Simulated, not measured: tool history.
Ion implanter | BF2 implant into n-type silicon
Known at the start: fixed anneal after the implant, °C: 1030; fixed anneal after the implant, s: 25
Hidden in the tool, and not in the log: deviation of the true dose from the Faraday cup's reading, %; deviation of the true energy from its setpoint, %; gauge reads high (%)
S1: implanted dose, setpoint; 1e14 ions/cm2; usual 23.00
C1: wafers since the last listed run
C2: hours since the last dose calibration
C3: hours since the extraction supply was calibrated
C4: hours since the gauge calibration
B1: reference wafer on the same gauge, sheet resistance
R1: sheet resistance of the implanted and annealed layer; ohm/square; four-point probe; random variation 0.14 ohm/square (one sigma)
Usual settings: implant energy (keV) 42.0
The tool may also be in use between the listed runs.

{"run": 1, "hour": 0.0, "S1": 18.33, "implant energy (keV)": 32.5, "C1": 0, "C2": 2186.8, "C3": 4512.3, "C4": 83.9, "B1": 84.19, "R1": 106.37}
{"run": 2, "hour": 7.3, "S1": 18.33, "implant energy (keV)": 32.5, "C1": 164, "C2": 2194.1, "C3": 4519.6, "C4": 91.2, "B1": 84.23, "R1": 106.26}
{"run": 3, "hour": 17.6, "S1": 18.33, "implant energy (keV)": 32.5, "C1": 232, "C2": 2204.4, "C3": 4529.9, "C4": 101.5, "B1": 84.18, "R1": 106.23}
{"run": 4, "hour": 29.5, "S1": 23.0, "implant energy (keV)": 42.0, "C1": 268, "C2": 2216.3, "C3": 4541.8, "C4": 113.4, "B1": 84.21, "R1": 92.09}
{"run": 5, "hour": 62.5, "S1": 23.0, "implant energy (keV)": 42.0, "C1": 745, "C2": 2249.3, "C3": 4574.8, "C4": 146.4, "B1": 84.19, "R1": 92.21}
{"run": 6, "hour": 75.0, "S1": 23.0, "implant energy (keV)": 42.0, "C1": 282, "C2": 2261.8, "C3": 4587.3, "C4": 158.9, "B1": 84.16, "R1": 91.76}
{"run": 7, "hour": 87.4, "S1": 23.0, "implant energy (keV)": 42.0, "C1": 280, "C2": 2274.2, "C3": 4599.7, "C4": 171.3, "B1": 84.19, "R1": 92.22}
{"run": 8, "hour": 97.8, "S1": 23.0, "implant energy (keV)": 42.0, "C1": 234, "C2": 2284.6, "C3": 4610.1, "C4": 181.7, "B1": 84.2, "R1": 91.97}
{"run": 9, "hour": 105.2, "S1": 23.0, "implant energy (keV)": 42.0, "C1": 167, "C2": 2292.0, "C3": 4617.5, "C4": 189.1, "B1": 84.15, "R1": 91.54}
{"run": 10, "hour": 122.8, "S1": 27.45, "implant energy (keV)": 42.0, "C1": 397, "C2": 2309.6, "C3": 4635.1, "C4": 206.7, "B1": 84.21, "R1": 89.98}
{"run": 11, "hour": 130.9, "S1": 27.45, "implant energy (keV)": 42.0, "C1": 182, "C2": 2317.7, "C3": 4643.2, "C4": 214.8, "B1": 84.24, "R1": 89.75}
{"run": 12, "hour": 146.9, "S1": 27.45, "implant energy (keV)": 42.0, "C1": 361, "C2": 2333.7, "C3": 4659.2, "C4": 230.8, "B1": 84.23, "R1": 89.86}
{"run": 13, "hour": 153.6, "S1": 23.0, "implant energy (keV)": 42.0, "C1": 151, "C2": 2340.4, "C3": 4665.9, "C4": 237.5, "B1": 84.17, "R1": 91.76}
{"run": 14, "hour": 163.4, "S1": 23.0, "implant energy (keV)": 42.0, "C1": 221, "C2": 2350.2, "C3": 4675.7, "C4": 247.3, "B1": 84.2, "R1": 91.71}
{"run": 15, "hour": 173.4, "S1": 23.0, "implant energy (keV)": 42.0, "C1": 225, "C2": 2360.2, "C3": 4685.7, "C4": 257.3, "B1": 84.22, "R1": 91.73}
{"hour": 183.3, "done": "Faraday cup replaced and dose calibrated"}
{"run": 16, "hour": 191.2, "S1": 23.0, "implant energy (keV)": 42.0, "C1": 221, "C2": 7.9, "C3": 4703.5, "C4": 275.1, "B1": 84.14, "R1": 91.99}
{"run": 17, "hour": 206.2, "S1": 23.0, "implant energy (keV)": 42.0, "C1": 338, "C2": 22.9, "C3": 4718.5, "C4": 290.1, "B1": 84.17, "R1": 92.16}
{"run": 18, "hour": 221.7, "S1": 27.45, "implant energy (keV)": 42.0, "C1": 350, "C2": 38.4, "C3": 4734.0, "C4": 305.6, "B1": 84.27, "R1": 89.99}
{"hour": 223.7, "done": "gauge calibrated"}
{"run": 19, "hour": 233.2, "S1": 23.0, "implant energy (keV)": 42.0, "C1": 259, "C2": 49.9, "C3": 4745.5, "C4": 9.5, "B1": 84.24, "R1": 91.84}
{"run": 20, "hour": 244.0, "S1": 16.76, "implant energy (keV)": 49.0, "C1": 243, "C2": 60.7, "C3": 4756.3, "C4": 20.3, "B1": 84.16, "R1": 93.12}
{"run": 21, "hour": 255.8, "S1": 16.14, "implant energy (keV)": 55.5, "C1": 266, "C2": 72.5, "C3": 4768.1, "C4": 32.1, "B1": 84.13, "R1": 90.73}
{"run": 22, "hour": 272.9, "S1": 23.0, "implant energy (keV)": 34.5, "C1": 386, "C2": 89.6, "C3": 4785.2, "C4": 49.2, "B1": 84.27, "R1": 99.99}
{"run": 23, "hour": 283.3, "S1": 27.12, "implant energy (keV)": 53.0, "C1": 234, "C2": 100.0, "C3": 4795.6, "C4": 59.6, "B1": 84.28, "R1": 79.66}
{"run": 24, "hour": 296.0, "S1": 19.05, "implant energy (keV)": 31.0, "C1": 286, "C2": 112.7, "C3": 4808.3, "C4": 72.3, "B1": 84.21, "R1": 107.41}
{"hour": 313.8, "done": "extraction supply calibrated"}
{"run": 25, "hour": 314.3, "S1": 17.6, "implant energy (keV)": 47.5, "C1": 232, "C2": 131.0, "C3": 0.5, "C4": 90.6, "B1": 84.25, "R1": 92.93}
{"run": 26, "hour": 324.4, "S1": 25.09, "implant energy (keV)": 28.5, "C1": 228, "C2": 141.1, "C3": 10.6, "C4": 100.7, "B1": 84.19, "R1": 107.61}
{"run": 27, "hour": 336.3, "S1": 17.22, "implant energy (keV)": 49.0, "C1": 268, "C2": 153.0, "C3": 22.5, "C4": 112.6, "B1": 84.15, "R1": 92.09}
{"run": 28, "hour": 363.1, "S1": 23.0, "implant energy (keV)": 36.0, "C1": 605, "C2": 179.8, "C3": 49.3, "C4": 139.4, "B1": 84.27, "R1": 98.13}
{"run": 29, "hour": 379.3, "S1": 20.96, "implant energy (keV)": 53.0, "C1": 365, "C2": 196.0, "C3": 65.5, "C4": 155.6, "B1": 84.16, "R1": 84.44}
{"run": 30, "hour": 390.0, "S1": 20.96, "implant energy (keV)": 53.0, "C1": 241, "C2": 206.7, "C3": 76.2, "C4": 166.3, "B1": 84.22, "R1": 84.5}
{"run": 31, "hour": 407.6, "S1": 23.0, "implant energy (keV)": 38.0, "C1": 397, "C2": 224.3, "C3": 93.8, "C4": 183.9, "B1": 84.22, "R1": 96.23}
{"run": 32, "hour": 418.0, "S1": 18.57, "implant energy (keV)": 42.0, "C1": 234, "C2": 234.7, "C3": 104.2, "C4": 194.3, "B1": 84.17, "R1": 95.83}

4 ways to go on from here, each from the tool as it stands after run 32. What would each give?
{"run": "A", "hour": 418.4, "S1": 24.8, "implant energy (keV)": 42.0, "C1": 9, "C2": 235.1, "C3": 104.6, "C4": 194.7, "B1": "?", "R1": "?"}
{"run": "B", "hour": 418.4, "S1": 17.68, "implant energy (keV)": 33.5, "C1": 9, "C2": 235.1, "C3": 104.6, "C4": 194.7, "B1": "?", "R1": "?"}
{"run": "C", "hour": 418.4, "S1": 19.3, "implant energy (keV)": 49.5, "C1": 9, "C2": 235.1, "C3": 104.6, "C4": 194.7, "B1": "?", "R1": "?"}
{"run": "D", "hour": 418.4, "S1": 16.74, "implant energy (keV)": 53.5, "C1": 9, "C2": 235.1, "C3": 104.6, "C4": 194.7, "B1": "?", "R1": "?"}

run=A B1=84.16 R1=90.96
run=B B1=84.16 R1=105.79
run=C B1=84.16 R1=88.90
run=D B1=84.16 R1=90.66
Without the tool's hidden state the same runs would have given:
run=A R1=90.96
run=B R1=105.79
run=C R1=88.90
run=D R1=90.66
